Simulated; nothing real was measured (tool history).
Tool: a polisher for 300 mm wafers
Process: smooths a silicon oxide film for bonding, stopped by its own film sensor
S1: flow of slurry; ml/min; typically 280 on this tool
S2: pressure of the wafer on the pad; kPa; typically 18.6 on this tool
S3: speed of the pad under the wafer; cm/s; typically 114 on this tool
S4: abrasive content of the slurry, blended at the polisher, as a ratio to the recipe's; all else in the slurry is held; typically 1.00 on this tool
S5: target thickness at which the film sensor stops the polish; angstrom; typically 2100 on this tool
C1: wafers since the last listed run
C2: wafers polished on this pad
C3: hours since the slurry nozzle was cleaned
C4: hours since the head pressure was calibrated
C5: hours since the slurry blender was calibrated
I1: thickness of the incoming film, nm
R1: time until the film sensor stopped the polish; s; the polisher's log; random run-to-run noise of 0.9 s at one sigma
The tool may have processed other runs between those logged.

{"run": 1, "hour": 0.0, "S1": 280, "S2": 18.6, "S3": 86, "S4": 1.0, "S5": 2100, "C1": 0, "C2": 5403, "C3": 567.2, "C4": 1344.0, "C5": 584.0, "I1": 267.3, "R1": 56.4}
{"hour": 41.9, "done": "worn pad replaced by a new one"}
{"hour": 96.1, "done": "slurry blender recalibrated"}
{"run": 2, "hour": 101.7, "S1": 280, "S2": 20.7, "S3": 114, "S4": 1.0, "S5": 2220, "C1": 868, "C2": 524, "C3": 668.9, "C4": 1445.7, "C5": 5.6, "I1": 272.5, "R1": 38.5}
{"hour": 114.8, "done": "head pressure recalibrated"}
{"hour": 144.1, "done": "slurry nozzle cleaned"}
{"run": 3, "hour": 195.4, "S1": 280, "S2": 20.7, "S3": 114, "S4": 1.0, "S5": 2220, "C1": 822, "C2": 1347, "C3": 51.3, "C4": 80.6, "C5": 99.3, "I1": 275.6, "R1": 39.5}
{"run": 4, "hour": 284.5, "S1": 280, "S2": 20.7, "S3": 114, "S4": 1.0, "S5": 2220, "C1": 808, "C2": 2155, "C3": 140.4, "C4": 169.7, "C5": 188.4, "I1": 267.4, "R1": 34.2}
{"run": 5, "hour": 323.9, "S1": 280, "S2": 18.6, "S3": 114, "S4": 1.0, "S5": 2170, "C1": 357, "C2": 2512, "C3": 179.8, "C4": 209.1, "C5": 227.8, "I1": 268.6, "R1": 41.8}
{"run": 6, "hour": 360.1, "S1": 280, "S2": 22.8, "S3": 114, "S4": 1.15, "S5": 2100, "C1": 328, "C2": 2841, "C3": 216.0, "C4": 245.3, "C5": 264.0, "I1": 272.6, "R1": 39.6}
{"run": 7, "hour": 418.8, "S1": 215, "S2": 22.8, "S3": 114, "S4": 1.0, "S5": 2100, "C1": 532, "C2": 3373, "C3": 274.7, "C4": 304.0, "C5": 322.7, "I1": 273.4, "R1": 43.5}
{"run": 8, "hour": 629.6, "S1": 280, "S2": 14.5, "S3": 114, "S4": 1.0, "S5": 2100, "C1": 1911, "C2": 5285, "C3": 485.5, "C4": 514.8, "C5": 533.5, "I1": 268.6, "R1": 57.8}
{"hour": 710.0, "done": "worn pad replaced by a new one"}
{"run": 9, "hour": 715.7, "S1": 280, "S2": 18.6, "S3": 114, "S4": 1.0, "S5": 2170, "C1": 744, "C2": 52, "C3": 571.6, "C4": 600.9, "C5": 619.6, "I1": 269.5, "R1": 43.1}
{"run": 10, "hour": 771.4, "S1": 280, "S2": 18.6, "S3": 114, "S4": 1.2, "S5": 2100, "C1": 505, "C2": 557, "C3": 627.3, "C4": 656.6, "C5": 675.3, "I1": 265.6, "R1": 42.3}
{"hour": 789.7, "done": "slurry nozzle cleaned"}
{"hour": 853.5, "done": "slurry blender recalibrated"}
{"run": 11, "hour": 865.5, "S1": 280, "S2": 16.5, "S3": 78, "S4": 1.0, "S5": 1930, "C1": 826, "C2": 1383, "C3": 75.8, "C4": 750.7, "C5": 12.0, "I1": 270.3, "R1": 92.6}
{"run": 12, "hour": 935.5, "S1": 280, "S2": 18.6, "S3": 86, "S4": 1.0, "S5": 2100, "C1": 634, "C2": 2018, "C3": 145.8, "C4": 820.7, "C5": 82.0, "I1": 265.9, "R1": 56.4}
{"run": 13, "hour": 1029.0, "S1": 325, "S2": 20.7, "S3": 114, "S4": 1.0, "S5": 2030, "C1": 848, "C2": 2866, "C3": 239.3, "C4": 914.2, "C5": 175.5, "I1": 265.6, "R1": 47.7}
{"run": 14, "hour": 1122.8, "S1": 280, "S2": 18.6, "S3": 114, "S4": 1.0, "S5": 2100, "C1": 850, "C2": 3717, "C3": 333.1, "C4": 1008.0, "C5": 269.3, "I1": 269.2, "R1": 48.7}
{"run": 15, "hour": 1169.0, "S1": 245, "S2": 14.5, "S3": 114, "S4": 1.0, "S5": 2100, "C1": 419, "C2": 4136, "C3": 379.3, "C4": 1054.2, "C5": 315.5, "I1": 270.0, "R1": 61.5}
{"run": 16, "hour": 1251.3, "S1": 305, "S2": 18.6, "S3": 114, "S4": 1.0, "S5": 2100, "C1": 746, "C2": 4882, "C3": 461.6, "C4": 1136.5, "C5": 397.8, "I1": 268.9, "R1": 48.2}
{"run": 17, "hour": 1292.6, "S1": 280, "S2": 18.6, "S3": 86, "S4": 1.0, "S5": 2100, "C1": 374, "C2": 5257, "C3": 502.9, "C4": 1177.8, "C5": 439.1, "I1": 271.8, "R1": 62.3}
{"run": 18, "hour": 1348.5, "S1": 305, "S2": 18.6, "S3": 114, "S4": 1.0, "S5": 2100, "C1": 507, "C2": 5764, "C3": 558.8, "C4": 1233.7, "C5": 495.0, "I1": 272.0, "R1": 51.8}
{"hour": 1377.1, "done": "worn pad replaced by a new one"}
{"run": 19, "hour": 1396.7, "S1": 280, "S2": 18.6, "S3": 144, "S4": 0.7, "S5": 1890, "C1": 400, "C2": 178, "C3": 607.0, "C4": 1281.9, "C5": 543.2, "I1": 268.4, "R1": 69.8}
{"hour": 1512.7, "done": "slurry nozzle cleaned"}
{"hour": 1547.0, "done": "head pressure recalibrated"}
{"hour": 1663.7, "done": "slurry blender recalibrated"}
{"run": 20, "hour": 1686.5, "S1": 220, "S2": 18.6, "S3": 114, "S4": 1.0, "S5": 2100, "C1": 2583, "C2": 2761, "C3": 173.8, "C4": 139.5, "C5": 22.8, "I1": 265.9, "R1": 46.2}
{"run": 21, "hour": 1780.7, "S1": 280, "S2": 18.6, "S3": 114, "S4": 1.0, "S5": 2100, "C1": 854, "C2": 3615, "C3": 268.0, "C4": 233.7, "C5": 117.0, "I1": 267.9, "R1": 45.7}
{"run": 22, "hour": 1851.8, "S1": 280, "S2": 18.6, "S3": 114, "S4": 1.0, "S5": 2100, "C1": 644, "C2": 4260, "C3": 339.1, "C4": 304.8, "C5": 188.1, "I1": 271.4, "R1": 51.1}
{"run": 23, "hour": 1925.4, "S1": 280, "S2": 18.6, "S3": 114, "S4": 1.0, "S5": 2100, "C1": 667, "C2": 4927, "C3": 412.7, "C4": 378.4, "C5": 261.7, "I1": 267.5, "R1": 47.7}
{"run": 24, "hour": 2024.9, "S1": 335, "S2": 22.1, "S3": 86, "S4": 1.0, "S5": 2040, "C1": 902, "C2": 5830, "C3": 512.2, "C4": 477.9, "C5": 361.2, "I1": 268.2, "R1": 55.0}
{"run": 25, "hour": 2107.9, "S1": 215, "S2": 18.6, "S3": 80, "S4": 1.1, "S5": 2250, "C1": 752, "C2": 6583, "C3": 595.2, "C4": 560.9, "C5": 444.2, "I1": 270.2, "R1": 47.7}
{"hour": 2132.9, "done": "worn pad replaced by a new one"}
{"run": 26, "hour": 2145.3, "S1": 280, "S2": 22.1, "S3": 86, "S4": 1.25, "S5": 2240, "C1": 302, "C2": 112, "C3": 632.6, "C4": 598.3, "C5": 481.6, "I1": 271.6, "R1": 35.6}
{"run": 27, "hour": 2197.9, "S1": 365, "S2": 13.8, "S3": 114, "S4": 1.15, "S5": 2210, "C1": 477, "C2": 589, "C3": 685.2, "C4": 650.9, "C5": 534.2, "I1": 266.1, "R1": 43.6}
{"hour": 2230.7, "done": "slurry nozzle cleaned"}
{"run": 28, "hour": 2290.1, "S1": 280, "S2": 18.6, "S3": 114, "S4": 1.0, "S5": 2000, "C1": 827, "C2": 1416, "C3": 59.4, "C4": 743.1, "C5": 626.4, "I1": 270.1, "R1": 57.7}
{"hour": 2313.7, "done": "slurry blender recalibrated"}
{"run": 29, "hour": 2349.8, "S1": 280, "S2": 18.6, "S3": 88, "S4": 1.0, "S5": 2100, "C1": 523, "C2": 1939, "C3": 119.1, "C4": 802.8, "C5": 36.1, "I1": 264.7, "R1": 53.8}

List, for all runs, the conditions of the tool that the log does not record:
removal rate lost through wear of the pad, %: 0 across all the runs
slurry flow missing at the pad, %: 0 across all the runs
deviation of the head's pressure from its setpoint, %: 0 across all the runs
abrasive missing from the slurry, %: 0 across all the runs

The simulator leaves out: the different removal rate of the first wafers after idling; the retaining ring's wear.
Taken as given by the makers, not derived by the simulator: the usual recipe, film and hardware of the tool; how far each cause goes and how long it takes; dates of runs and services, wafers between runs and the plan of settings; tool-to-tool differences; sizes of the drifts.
